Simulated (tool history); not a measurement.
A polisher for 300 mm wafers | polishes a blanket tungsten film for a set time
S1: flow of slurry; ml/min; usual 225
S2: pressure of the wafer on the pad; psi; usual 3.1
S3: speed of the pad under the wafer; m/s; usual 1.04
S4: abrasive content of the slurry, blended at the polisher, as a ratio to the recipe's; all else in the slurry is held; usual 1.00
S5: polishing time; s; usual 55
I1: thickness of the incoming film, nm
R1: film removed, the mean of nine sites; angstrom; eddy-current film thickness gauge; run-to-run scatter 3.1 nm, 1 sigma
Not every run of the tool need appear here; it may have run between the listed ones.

run	hour	S1	S2	S3	S4	S5	I1	R1
1	0.0	225	3.1	1.04	1.00	55	1560.3	2089
# hour 12.7: slurry blender recalibrated
2	16.2	225	3.1	1.04	1.00	55	1591.9	2090
3	97.5	225	3.1	1.04	1.00	55	1549.8	2043
4	110.2	225	3.1	1.04	1.00	55	1549.7	2010
# hour 127.7: worn pad replaced by a new one
5	136.2	155	2.8	1.04	1.25	55	1564.5	1742
6	150.3	225	3.9	0.78	1.00	55	1572.6	2016
7	180.9	225	4.1	1.34	0.90	42	1559.0	2394
8	204.2	225	3.1	1.04	1.25	55	1565.0	2119
# hour 211.4: slurry nozzle cleaned
# hour 214.3: slurry tank refilled with fresh slurry and peroxide
9	238.5	225	2.8	1.04	1.00	55	1600.4	1950
10	252.9	225	3.1	1.04	1.15	55	1577.9	2186
11	265.9	225	3.1	1.04	0.80	37	1590.3	1376
12	286.1	225	3.1	1.04	1.00	55	1549.2	2069
13	316.2	290	2.8	0.70	0.85	55	1584.7	1392
# hour 342.6: worn pad replaced by a new one
14	347.5	225	3.1	1.04	1.00	55	1598.6	2092
15	380.9	225	3.1	1.04	0.85	47	1575.8	1716
16	394.8	300	2.1	0.72	1.00	55	1581.3	1128
17	426.4	225	3.1	1.04	0.80	55	1573.9	1954
# hour 443.4: slurry blender recalibrated
18	455.3	270	3.1	1.36	1.10	48	1578.0	2377
19	472.4	225	2.5	1.36	1.00	63	1582.4	2480
# hour 479.6: slurry tank refilled with fresh slurry and peroxide
20	548.7	295	2.3	1.04	1.00	55	1576.7	1608
# hour 554.4: worn pad replaced by a new one
21	566.6	170	3.1	1.04	1.00	55	1589.9	2004
# hour 582.3: head pressure recalibrated
22	600.6	225	3.1	1.04	1.00	55	1580.3	2041
23	615.2	295	3.1	0.86	0.80	69	1588.8	2175
24	646.9	225	3.1	0.94	1.00	55	1578.5	1957
25	661.6	225	3.1	1.04	1.00	65	1567.8	2454
26	692.6	225	3.7	0.82	1.00	74	1554.6	2723

Forecast each of these 4 alternatives for the next run:
A	693.0	225	3.1	1.04	1.00	67	1579.0	?
B	693.0	150	2.7	1.04	1.15	42	1579.0	?
C	693.0	225	3.1	1.04	1.00	70	1579.0	?
D	693.0	170	3.1	1.40	1.25	70	1579.0	?

run	R1
A	2557
B	1352
C	2671
D	3427
Take away the tool's hidden state, keep each run's random variation, and the runs would have read:
run	R1
A	2605
B	1392
C	2722
D	3514

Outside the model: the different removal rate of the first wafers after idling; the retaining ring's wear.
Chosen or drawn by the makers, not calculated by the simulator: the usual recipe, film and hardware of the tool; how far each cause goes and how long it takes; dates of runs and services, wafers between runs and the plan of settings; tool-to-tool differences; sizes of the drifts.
